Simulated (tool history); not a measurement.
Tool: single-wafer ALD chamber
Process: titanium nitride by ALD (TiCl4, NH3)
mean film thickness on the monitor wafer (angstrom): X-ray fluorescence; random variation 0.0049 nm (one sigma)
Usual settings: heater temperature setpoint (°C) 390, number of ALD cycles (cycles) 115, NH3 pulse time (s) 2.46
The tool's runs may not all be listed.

| run | hour | heater temperature setpoint (°C) | number of ALD cycles (cycles) | NH3 pulse time (s) | read-back reference wafer on the same gauge, thickness_nm | mean film thickness on the monitor wafer (angstrom) |
|---|---|---|---|---|---|---|
| 1 | 0 | 382 | 130 | 2.46 | 2.04 | 24.71 |
| 2 | 51 | 382 | 130 | 2.46 | 2.04 | 24.55 |
| 3 | 64.9 | 382 | 130 | 2.46 | 2.04 | 24.6 |
| 4 | 97 | 390 | 115 | 2.46 | 2.04 | 21.92 |
| 5 | 132.7 | 390 | 115 | 2.46 | 2.04 | 21.91 |
| 6 | 158.6 | 390 | 115 | 2.46 | 2.039 | 21.93 |
| 7 | 173 | 390 | 115 | 2.46 | 2.04 | 22.06 |
| 8 | 207.4 | 390 | 115 | 2.46 | 2.041 | 21.85 |
| 9 | 234.9 | 390 | 115 | 2.46 | 2.039 | 21.92 |
| 10 | 261.9 | 390 | 115 | 2.46 | 2.04 | 21.98 |
| 11 | 293.2 | 390 | 115 | 2.46 | 2.039 | 21.94 |
| 12 | 305.2 | 390 | 115 | 2.46 | 2.041 | 21.96 |
| 13 | 331 | 390 | 115 | 2.46 | 2.041 | 22.05 |
| 14 | 363.6 | 390 | 102 | 2.46 | 2.041 | 19.45 |
| 15 | 398.6 | 390 | 115 | 2.06 | 2.039 | 21.72 |
| 16 | 422.7 | 398 | 129 | 1.69 | 2.038 | 24.18 |
| 17 | 450.8 | 405 | 135 | 2.46 | 2.04 | 25.99 |
| 18 | 482.1 | 390 | 115 | 2.46 | 2.041 | 22 |
| 19 | 506.4 | 390 | 95 | 2.46 | 2.04 | 18.11 |
| 20 | 538.4 | 401 | 133 | 1.87 | 2.041 | 25.28 |
| 21 | 562.9 | 398 | 115 | 2.46 | 2.038 | 22.07 |
| 22 | 666.3 | 390 | 115 | 2.85 | 2.041 | 22.15 |
| 23 | 697.8 | 383 | 134 | 2.88 | 2.039 | 25.58 |
| 24 | 715.2 | 402 | 97 | 2.46 | 2.04 | 18.68 |
| 25 | 733.1 | 380 | 97 | 2.46 | 2.04 | 18.34 |
| 26 | 755.8 | 390 | 115 | 2.46 | 2.039 | 21.91 |
| 27 | 781.5 | 376 | 106 | 3.06 | 2.039 | 20.28 |
| 28 | 813.4 | 390 | 115 | 2.46 | 2.041 | 22.03 |
| 29 | 846.1 | 380 | 115 | 2.46 | 2.04 | 21.84 |
| 30 | 879.3 | 378 | 107 | 2.46 | 2.04 | 20.17 |
| 31 | 906.4 | 390 | 115 | 3.37 | 2.041 | 22.3 |
| 32 | 937.1 | 390 | 115 | 2.46 | 2.04 | 22.02 |
| 33 | 967.2 | 390 | 125 | 2.46 | 2.04 | 23.82 |
| 34 | 997.3 | 381 | 122 | 2.46 | 2.04 | 23.13 |
| 35 | 1019.6 | 383 | 93 | 1.74 | 2.041 | 17.1 |
| 36 | 1046 | 390 | 115 | 1.88 | 2.04 | 21.6 |
| 37 | 1068 | 390 | 115 | 2.46 | 2.04 | 21.93 |
| 38 | 1095 | 390 | 115 | 2.46 | 2.04 | 21.92 |
| 39 | 1113.4 | 379 | 127 | 1.86 | 2.041 | 23.47 |

Not shown: 3 entries that the log had between the listed runs. Between which runs, and how does the tool's hidden state differ before and after?
Between runs 10 and 11: showerhead replaced (hour 292.7)
  no hidden state differs between the two runs
Between runs 20 and 21: gauge calibrated (hour 539.5)
  no hidden state differs between the two runs
Between runs 21 and 22: thermocouple changed; heater temperature recalibrated (hour 596.4)
  no hidden state differs between the two runs
